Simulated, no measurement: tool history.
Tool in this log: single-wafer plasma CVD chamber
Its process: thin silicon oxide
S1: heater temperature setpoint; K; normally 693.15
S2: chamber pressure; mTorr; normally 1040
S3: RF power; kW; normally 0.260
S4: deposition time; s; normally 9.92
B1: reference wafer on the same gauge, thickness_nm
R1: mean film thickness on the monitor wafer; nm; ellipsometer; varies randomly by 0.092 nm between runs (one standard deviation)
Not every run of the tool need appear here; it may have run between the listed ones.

run,day,S1,S2,S3,S4,B1,R1
1,0.000,688.15,1040,0.260,9.92,20.694,21.787
2,1.462,693.15,1040,0.260,9.92,20.702,21.906
3,3.375,693.15,1040,0.260,9.92,20.696,21.757
4,4.729,693.15,1040,0.260,9.92,20.709,21.937
5,7.096,693.15,1040,0.260,9.92,20.686,21.969
6,9.946,693.15,1040,0.260,9.92,20.687,21.895
7,11.667,693.15,1040,0.260,9.92,20.710,21.868
8,14.204,693.15,1040,0.260,9.92,20.704,21.851
9,16.362,693.15,1040,0.260,9.46,20.703,20.106
10,17.712,689.15,960,0.260,9.27,20.706,18.674
11,18.979,693.15,890,0.225,10.46,20.686,18.216
12,21.950,693.15,1040,0.260,9.92,20.695,21.241
13,23.792,693.15,1040,0.260,9.92,20.712,21.257
14,25.321,701.15,1040,0.300,9.92,20.700,23.440
15,27.388,693.15,1040,0.215,9.92,20.698,16.953
16,29.575,693.15,1040,0.260,9.16,20.698,19.587
17,30.621,681.15,930,0.245,9.32,20.724,18.151
18,32.504,686.15,1040,0.260,11.29,20.710,24.248
19,34.775,689.15,960,0.260,9.27,20.690,19.447

Put back what was entered between runs (5 entries, withheld): which listed runs does each sit between, and how does the hidden state differ from the listed run before to the listed run after?
Between runs 7 and 8: gauge calibrated (day 12.929); RF generator calibrated (day 13.200)
  true pressure above the setpoint (%): 8.2 -> 8.46
  measured value less the no-hidden-state value, R1: +1.005 -> +1.036 nm
Between runs 8 and 9: capacitance manometer re-zeroed and calibrated (day 15.079)
  true pressure above the setpoint (%): 8.46 -> 0.863
  measured value less the no-hidden-state value, R1: +1.036 -> +0.102 nm
Between runs 11 and 12: showerhead replaced, of another model than before (day 20.312)
  true pressure above the setpoint (%): 1.14 -> 1.46
  measured value less the no-hidden-state value, R1: +0.156 -> +0.092 nm
Between runs 12 and 13: thermocouple changed; heater temperature recalibrated (day 23.362)
  true pressure above the setpoint (%): 1.46 -> 1.65
  measured value less the no-hidden-state value, R1: +0.092 -> +0.103 nm

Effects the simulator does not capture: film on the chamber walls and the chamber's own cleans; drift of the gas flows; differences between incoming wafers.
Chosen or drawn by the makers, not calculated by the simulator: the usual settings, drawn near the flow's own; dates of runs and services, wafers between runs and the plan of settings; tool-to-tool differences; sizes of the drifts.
